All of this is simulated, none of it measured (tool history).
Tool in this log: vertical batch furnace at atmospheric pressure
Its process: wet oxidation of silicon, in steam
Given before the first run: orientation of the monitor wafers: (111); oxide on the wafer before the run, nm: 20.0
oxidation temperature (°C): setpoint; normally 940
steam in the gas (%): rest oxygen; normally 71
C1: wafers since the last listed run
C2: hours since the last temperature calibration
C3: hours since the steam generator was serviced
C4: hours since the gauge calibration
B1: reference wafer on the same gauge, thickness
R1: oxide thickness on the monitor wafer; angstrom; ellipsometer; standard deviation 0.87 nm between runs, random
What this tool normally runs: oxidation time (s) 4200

run 1 hour=0.0 | oxidation_temperature_(°C)=940 oxidation_time_(s)=4200 steam_in_the_gas_(%)=74 | C1=0 C2=4197.7 C3=3272.9 C4=229.4 | B1=324.99 | R1=2997.7
run 2 hour=25.0 | oxidation_temperature_(°C)=940 oxidation_time_(s)=4200 steam_in_the_gas_(%)=67 | C1=202 C2=4222.7 C3=3297.9 C4=254.4 | B1=324.97 | R1=2773.3
run 3 hour=40.5 | oxidation_temperature_(°C)=940 oxidation_time_(s)=4200 steam_in_the_gas_(%)=67 | C1=125 C2=4238.2 C3=3313.4 C4=269.9 | B1=324.88 | R1=2786.3
run 4 hour=51.4 | oxidation_temperature_(°C)=940 oxidation_time_(s)=4200 steam_in_the_gas_(%)=67 | C1=88 C2=4249.1 C3=3324.3 C4=280.8 | B1=325.17 | R1=2783.0
run 5 hour=63.1 | oxidation_temperature_(°C)=940 oxidation_time_(s)=5580 steam_in_the_gas_(%)=71 | C1=94 C2=4260.8 C3=3336.0 C4=292.5 | B1=324.99 | R1=3518.2
run 6 hour=88.1 | oxidation_temperature_(°C)=940 oxidation_time_(s)=5580 steam_in_the_gas_(%)=71 | C1=202 C2=4285.8 C3=3361.0 C4=317.5 | B1=325.18 | R1=3535.9
run 7 hour=108.0 | oxidation_temperature_(°C)=940 oxidation_time_(s)=5580 steam_in_the_gas_(%)=71 | C1=160 C2=4305.7 C3=3380.9 C4=337.4 | B1=324.90 | R1=3521.5
run 8 hour=120.4 | oxidation_temperature_(°C)=940 oxidation_time_(s)=4200 steam_in_the_gas_(%)=71 | C1=100 C2=4318.1 C3=3393.3 C4=349.8 | B1=325.09 | R1=2897.3
run 9 hour=142.9 | oxidation_temperature_(°C)=940 oxidation_time_(s)=4200 steam_in_the_gas_(%)=71 | C1=181 C2=4340.6 C3=3415.8 C4=372.3 | B1=325.20 | R1=2897.3
run 10 hour=162.5 | oxidation_temperature_(°C)=940 oxidation_time_(s)=4200 steam_in_the_gas_(%)=71 | C1=158 C2=4360.2 C3=3435.4 C4=391.9 | B1=325.14 | R1=2897.1
run 11 hour=177.3 | oxidation_temperature_(°C)=940 oxidation_time_(s)=4200 steam_in_the_gas_(%)=71 | C1=119 C2=4375.0 C3=3450.2 C4=406.7 | B1=325.04 | R1=2887.2
run 12 hour=187.7 | oxidation_temperature_(°C)=940 oxidation_time_(s)=4200 steam_in_the_gas_(%)=71 | C1=84 C2=4385.4 C3=3460.6 C4=417.1 | B1=324.86 | R1=2896.2
run 13 hour=257.8 | oxidation_temperature_(°C)=940 oxidation_time_(s)=4200 steam_in_the_gas_(%)=71 | C1=566 C2=4455.5 C3=3530.7 C4=487.2 | B1=324.99 | R1=2889.8
run 14 hour=270.9 | oxidation_temperature_(°C)=940 oxidation_time_(s)=4200 steam_in_the_gas_(%)=71 | C1=105 C2=4468.6 C3=3543.8 C4=500.3 | B1=324.73 | R1=2881.7
run 15 hour=286.6 | oxidation_temperature_(°C)=940 oxidation_time_(s)=5250 steam_in_the_gas_(%)=71 | C1=126 C2=4484.3 C3=3559.5 C4=516.0 | B1=324.86 | R1=3357.5
run 16 hour=300.0 | oxidation_temperature_(°C)=940 oxidation_time_(s)=4200 steam_in_the_gas_(%)=68 | C1=108 C2=4497.7 C3=3572.9 C4=529.4 | B1=325.07 | R1=2800.2
run 17 hour=310.3 | oxidation_temperature_(°C)=956 oxidation_time_(s)=5370 steam_in_the_gas_(%)=66 | C1=83 C2=4508.0 C3=3583.2 C4=539.7 | B1=325.02 | R1=3660.6
run 18 hour=327.0 | oxidation_temperature_(°C)=960 oxidation_time_(s)=4200 steam_in_the_gas_(%)=61 | C1=135 C2=4524.7 C3=3599.9 C4=556.4 | B1=325.15 | R1=3034.7
run 19 hour=337.0 | oxidation_temperature_(°C)=940 oxidation_time_(s)=4200 steam_in_the_gas_(%)=71 | C1=80 C2=4534.7 C3=3609.9 C4=566.4 | B1=325.08 | R1=2869.6
-- hour=376.3 steam generator serviced
-- hour=376.4 gauge calibrated
run 20 hour=392.1 | oxidation_temperature_(°C)=940 oxidation_time_(s)=4200 steam_in_the_gas_(%)=71 | C1=251 C2=4589.8 C3=15.8 C4=15.7 | B1=324.87 | R1=3078.6
run 21 hour=409.6 | oxidation_temperature_(°C)=947 oxidation_time_(s)=2790 steam_in_the_gas_(%)=82 | C1=141 C2=4607.3 C3=33.3 C4=33.2 | B1=325.05 | R1=2695.5
run 22 hour=433.3 | oxidation_temperature_(°C)=928 oxidation_time_(s)=4200 steam_in_the_gas_(%)=71 | C1=191 C2=4631.0 C3=57.0 C4=56.9 | B1=325.03 | R1=2804.2
run 23 hour=447.2 | oxidation_temperature_(°C)=940 oxidation_time_(s)=4200 steam_in_the_gas_(%)=71 | C1=112 C2=4644.9 C3=70.9 C4=70.8 | B1=325.05 | R1=3086.1
run 24 hour=464.3 | oxidation_temperature_(°C)=933 oxidation_time_(s)=5940 steam_in_the_gas_(%)=78 | C1=138 C2=4662.0 C3=88.0 C4=87.9 | B1=325.09 | R1=3940.1
run 25 hour=476.1 | oxidation_temperature_(°C)=940 oxidation_time_(s)=2820 steam_in_the_gas_(%)=75 | C1=95 C2=4673.8 C3=99.8 C4=99.7 | B1=325.01 | R1=2418.3
-- hour=523.2 thermocouples replaced and temperature profile calibrated
run 26 hour=523.7 | oxidation_temperature_(°C)=957 oxidation_time_(s)=2490 steam_in_the_gas_(%)=74 | C1=190 C2=0.5 C3=147.4 C4=147.3 | B1=324.76 | R1=2507.5
run 27 hour=530.0 | oxidation_temperature_(°C)=918 oxidation_time_(s)=5550 steam_in_the_gas_(%)=78 | C1=50 C2=6.8 C3=153.7 C4=153.6 | B1=325.06 | R1=3356.3
run 28 hour=547.2 | oxidation_temperature_(°C)=925 oxidation_time_(s)=6180 steam_in_the_gas_(%)=71 | C1=139 C2=24.0 C3=170.9 C4=170.8 | B1=325.04 | R1=3574.3
run 29 hour=559.0 | oxidation_temperature_(°C)=940 oxidation_time_(s)=4200 steam_in_the_gas_(%)=71 | C1=95 C2=35.8 C3=182.7 C4=182.6 | B1=324.99 | R1=3070.6
run 30 hour=583.4 | oxidation_temperature_(°C)=940 oxidation_time_(s)=6120 steam_in_the_gas_(%)=62 | C1=197 C2=60.2 C3=207.1 C4=207.0 | B1=324.94 | R1=3623.5
run 31 hour=592.9 | oxidation_temperature_(°C)=940 oxidation_time_(s)=4200 steam_in_the_gas_(%)=71 | C1=76 C2=69.7 C3=216.6 C4=216.5 | B1=325.03 | R1=3076.8
run 32 hour=614.4 | oxidation_temperature_(°C)=960 oxidation_time_(s)=4200 steam_in_the_gas_(%)=71 | C1=173 C2=91.2 C3=238.1 C4=238.0 | B1=325.08 | R1=3567.2
run 33 hour=623.1 | oxidation_temperature_(°C)=922 oxidation_time_(s)=6270 steam_in_the_gas_(%)=60 | C1=70 C2=99.9 C3=246.8 C4=246.7 | B1=324.96 | R1=3155.0
run 34 hour=641.5 | oxidation_temperature_(°C)=929 oxidation_time_(s)=4200 steam_in_the_gas_(%)=71 | C1=148 C2=118.3 C3=265.2 C4=265.1 | B1=324.81 | R1=2827.1
run 35 hour=665.1 | oxidation_temperature_(°C)=940 oxidation_time_(s)=6120 steam_in_the_gas_(%)=62 | C1=190 C2=141.9 C3=288.8 C4=288.7 | B1=324.74 | R1=3621.8
run 36 hour=683.5 | oxidation_temperature_(°C)=962 oxidation_time_(s)=5190 steam_in_the_gas_(%)=67 | C1=148 C2=160.3 C3=307.2 C4=307.1 | B1=325.10 | R1=3974.3
run 37 hour=692.6 | oxidation_temperature_(°C)=962 oxidation_time_(s)=4200 steam_in_the_gas_(%)=80 | C1=73 C2=169.4 C3=316.3 C4=316.2 | B1=325.03 | R1=3893.2

Selected run-to-run steps in R1, each split into two signed amounts: the part the tool would show with no hidden state at all (from settings, incoming material and random variation), and the remainder, which goes to the hidden state together with any gauge scatter not common to the measured and the hidden-state-free results:
Hidden state present: true tube temperature minus thermocouple reading, K; steam share off its setpoint, % of the setpoint; gauge reads high (%).
Run 4 -> 5: oxidation time (s) 4200 -> 5580, steam in the gas (%) 67 -> 71. R1 +735.2 angstrom: hidden state -45.1, all else +780.3.
Run 16 -> 17: oxidation temperature (°C) 940 -> 956, oxidation time (s) 4200 -> 5370, steam in the gas (%) 68 -> 66. R1 +860.4 angstrom: hidden state -50.5, all else +910.9.
Run 19 -> 20: steam generator serviced, gauge calibrated. R1 +209.0 angstrom: hidden state +198.1, all else +10.9.
Run 23 -> 24: oxidation temperature (°C) 940 -> 933, oxidation time (s) 4200 -> 5940, steam in the gas (%) 71 -> 78. R1 +854.0 angstrom: hidden state -5.9, all else +859.9.
Run 24 -> 25: oxidation temperature (°C) 933 -> 940, oxidation time (s) 5940 -> 2820, steam in the gas (%) 78 -> 75. R1 -1521.8 angstrom: hidden state +8.4, all else -1530.2.
